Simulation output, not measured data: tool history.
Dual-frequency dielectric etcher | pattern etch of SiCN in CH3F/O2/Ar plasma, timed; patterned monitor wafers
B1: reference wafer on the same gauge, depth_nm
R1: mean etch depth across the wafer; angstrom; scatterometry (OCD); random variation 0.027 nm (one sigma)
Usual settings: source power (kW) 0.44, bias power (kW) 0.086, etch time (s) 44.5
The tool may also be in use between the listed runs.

run 1 hour=0 | source_power_(kW)=0.52 bias_power_(kW)=0.086 etch_time_(s)=44.5 | B1=19.8 | R1=187.6
run 2 hour=9.1 | source_power_(kW)=0.44 bias_power_(kW)=0.086 etch_time_(s)=36 | B1=19.8 | R1=143
run 3 hour=24.2 | source_power_(kW)=0.44 bias_power_(kW)=0.086 etch_time_(s)=36 | B1=19.8 | R1=142.9
run 4 hour=40.6 | source_power_(kW)=0.44 bias_power_(kW)=0.086 etch_time_(s)=44.5 | B1=19.8 | R1=176.6
run 5 hour=51.2 | source_power_(kW)=0.44 bias_power_(kW)=0.086 etch_time_(s)=44.5 | B1=19.8 | R1=176.4
run 6 hour=64.1 | source_power_(kW)=0.44 bias_power_(kW)=0.086 etch_time_(s)=44.5 | B1=19.8 | R1=176.6
run 7 hour=95.5 | source_power_(kW)=0.44 bias_power_(kW)=0.086 etch_time_(s)=44.5 | B1=19.79 | R1=176.4
run 8 hour=104.6 | source_power_(kW)=0.44 bias_power_(kW)=0.086 etch_time_(s)=44.5 | B1=19.8 | R1=176.5
-- hour=131.8 wet clean of the chamber
run 9 hour=132.3 | source_power_(kW)=0.44 bias_power_(kW)=0.08 etch_time_(s)=44.5 | B1=19.81 | R1=174.8
run 10 hour=161.5 | source_power_(kW)=0.44 bias_power_(kW)=0.08 etch_time_(s)=44.5 | B1=19.8 | R1=174.9
-- hour=169.3 gauge calibrated
run 11 hour=170.9 | source_power_(kW)=0.44 bias_power_(kW)=0.08 etch_time_(s)=44.5 | B1=19.8 | R1=174.8
run 12 hour=180.8 | source_power_(kW)=0.48 bias_power_(kW)=0.086 etch_time_(s)=47 | B1=19.81 | R1=193
run 13 hour=192 | source_power_(kW)=0.42 bias_power_(kW)=0.086 etch_time_(s)=44.5 | B1=19.8 | R1=174.1
run 14 hour=209 | source_power_(kW)=0.42 bias_power_(kW)=0.086 etch_time_(s)=44.5 | B1=19.81 | R1=174
-- hour=223.8 bias power generator calibrated
run 15 hour=224.3 | source_power_(kW)=0.44 bias_power_(kW)=0.09 etch_time_(s)=35 | B1=19.81 | R1=140.4
run 16 hour=232 | source_power_(kW)=0.44 bias_power_(kW)=0.108 etch_time_(s)=44.5 | B1=19.8 | R1=185.3
-- hour=258.9 source power generator calibrated
-- hour=269.6 upper electrode replaced
run 17 hour=270.1 | source_power_(kW)=0.48 bias_power_(kW)=0.086 etch_time_(s)=47 | B1=19.8 | R1=192.7
run 18 hour=270.4 | source_power_(kW)=0.44 bias_power_(kW)=0.086 etch_time_(s)=39.5 | B1=19.79 | R1=156.9
run 19 hour=276.6 | source_power_(kW)=0.41 bias_power_(kW)=0.08 etch_time_(s)=50 | B1=19.8 | R1=190.4
run 20 hour=292.2 | source_power_(kW)=0.37 bias_power_(kW)=0.086 etch_time_(s)=53 | B1=19.81 | R1=197.7
run 21 hour=299.6 | source_power_(kW)=0.44 bias_power_(kW)=0.086 etch_time_(s)=44.5 | B1=19.8 | R1=176.4
run 22 hour=310.5 | source_power_(kW)=0.53 bias_power_(kW)=0.066 etch_time_(s)=33.5 | B1=19.81 | R1=135.3
run 23 hour=327 | source_power_(kW)=0.44 bias_power_(kW)=0.086 etch_time_(s)=49.5 | B1=19.8 | R1=196.2
run 24 hour=343.4 | source_power_(kW)=0.48 bias_power_(kW)=0.086 etch_time_(s)=44.5 | B1=19.8 | R1=182.2
run 25 hour=357.8 | source_power_(kW)=0.44 bias_power_(kW)=0.086 etch_time_(s)=44.5 | B1=19.8 | R1=176.6
run 26 hour=366.4 | source_power_(kW)=0.41 bias_power_(kW)=0.086 etch_time_(s)=44.5 | B1=19.81 | R1=171.9
run 27 hour=372.6 | source_power_(kW)=0.36 bias_power_(kW)=0.092 etch_time_(s)=44.5 | B1=19.8 | R1=166.7
run 28 hour=379.1 | source_power_(kW)=0.39 bias_power_(kW)=0.092 etch_time_(s)=54.5 | B1=19.8 | R1=209.8
run 29 hour=388 | source_power_(kW)=0.41 bias_power_(kW)=0.065 etch_time_(s)=32.5 | B1=19.79 | R1=119.3
run 30 hour=408.8 | source_power_(kW)=0.51 bias_power_(kW)=0.086 etch_time_(s)=33 | B1=19.79 | R1=138.1

Some steps in R1 between neighbouring runs. How much of each would the tool show without its hidden state too (settings, what came in, random variation), and how much is left for the hidden state, with any gauge scatter that isn't in both results?
The hidden state here: etch rate over this chamber's usual, %; source power that arrives over what is set, %; bias power that arrives over what is set, %; gauge reads high (%).
Run 3 -> 4: etch time (s) 36 -> 44.5. R1 +33.7 angstrom: hidden state -0.3, all else +34.
Run 8 -> 9: bias power (kW) 0.086 -> 0.08, wet clean of the chamber. R1 -1.7 angstrom: hidden state +1, all else -2.7.
Run 15 -> 16: bias power (kW) 0.09 -> 0.108, etch time (s) 35 -> 44.5. R1 +44.9 angstrom: hidden state -0.1, all else +45.
Run 22 -> 23: source power (kW) 0.53 -> 0.44, bias power (kW) 0.066 -> 0.086, etch time (s) 33.5 -> 49.5. R1 +60.9 angstrom: hidden state -0.3, all else +61.2.
Run 28 -> 29: source power (kW) 0.39 -> 0.41, bias power (kW) 0.092 -> 0.065, etch time (s) 54.5 -> 32.5. R1 -90.5 angstrom: hidden state +0.5, all else -91.
